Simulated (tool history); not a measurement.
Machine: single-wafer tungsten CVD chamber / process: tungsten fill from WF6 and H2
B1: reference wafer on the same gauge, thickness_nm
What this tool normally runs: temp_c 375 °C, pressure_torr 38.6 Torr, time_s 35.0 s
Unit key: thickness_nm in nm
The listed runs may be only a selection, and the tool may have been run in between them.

run 1 hour=0.0 | temp_c=364 pressure_torr=38.6 time_s=38.9 | B1=60.182 | thickness_nm=65.120
run 2 hour=27.8 | temp_c=364 pressure_torr=38.6 time_s=38.9 | B1=60.190 | thickness_nm=65.478
run 3 hour=59.3 | temp_c=375 pressure_torr=38.6 time_s=35.0 | B1=60.187 | thickness_nm=72.342
run 4 hour=118.7 | temp_c=375 pressure_torr=38.6 time_s=35.0 | B1=60.178 | thickness_nm=72.525
run 5 hour=160.1 | temp_c=375 pressure_torr=38.6 time_s=35.0 | B1=60.220 | thickness_nm=72.125
run 6 hour=192.7 | temp_c=375 pressure_torr=38.6 time_s=35.0 | B1=60.200 | thickness_nm=72.140
-- hour=242.5 capacitance manometer re-zeroed and calibrated
run 7 hour=243.0 | temp_c=375 pressure_torr=38.6 time_s=35.0 | B1=60.184 | thickness_nm=68.518
run 8 hour=270.1 | temp_c=375 pressure_torr=38.6 time_s=36.9 | B1=60.200 | thickness_nm=71.971
-- hour=278.2 gauge calibrated
-- hour=300.2 showerhead replaced
-- hour=336.6 thermocouple changed; heater temperature recalibrated
run 9 hour=337.1 | temp_c=375 pressure_torr=38.6 time_s=36.9 | B1=60.203 | thickness_nm=72.725
run 10 hour=394.0 | temp_c=375 pressure_torr=33.9 time_s=36.8 | B1=60.183 | thickness_nm=65.476
run 11 hour=426.5 | temp_c=362 pressure_torr=38.6 time_s=41.4 | B1=60.188 | thickness_nm=64.342
run 12 hour=492.9 | temp_c=375 pressure_torr=42.5 time_s=39.8 | B1=60.207 | thickness_nm=84.527
run 13 hour=561.8 | temp_c=363 pressure_torr=32.2 time_s=35.0 | B1=60.238 | thickness_nm=48.070
run 14 hour=586.7 | temp_c=375 pressure_torr=38.6 time_s=35.0 | B1=60.220 | thickness_nm=69.908
run 15 hour=643.0 | temp_c=375 pressure_torr=38.6 time_s=35.0 | B1=60.236 | thickness_nm=70.043
run 16 hour=711.1 | temp_c=365 pressure_torr=43.8 time_s=35.0 | B1=60.167 | thickness_nm=64.005
run 17 hour=778.7 | temp_c=375 pressure_torr=38.6 time_s=35.0 | B1=60.167 | thickness_nm=70.722
run 18 hour=807.7 | temp_c=388 pressure_torr=43.0 time_s=31.1 | B1=60.187 | thickness_nm=85.396

Branching from run 18: 4 alternative next runs. What would each branch give?
run A hour=808.1 | temp_c=375 pressure_torr=38.6 time_s=35.0 | B1=? | thickness_nm=?
run B hour=808.1 | temp_c=380 pressure_torr=45.4 time_s=30.6 | B1=? | thickness_nm=?
run C hour=808.1 | temp_c=370 pressure_torr=31.4 time_s=35.0 | B1=? | thickness_nm=?
run D hour=808.1 | temp_c=375 pressure_torr=33.3 time_s=35.0 | B1=? | thickness_nm=?

run=A B1=60.214 thickness_nm=70.619
run=B B1=60.214 thickness_nm=75.790
run=C B1=60.214 thickness_nm=54.331
run=D B1=60.214 thickness_nm=62.718
Without the tool's unlogged condition, the same runs would have read:
run=A thickness_nm=68.323
run=B thickness_nm=73.403
run=C thickness_nm=52.512
run=D thickness_nm=60.642
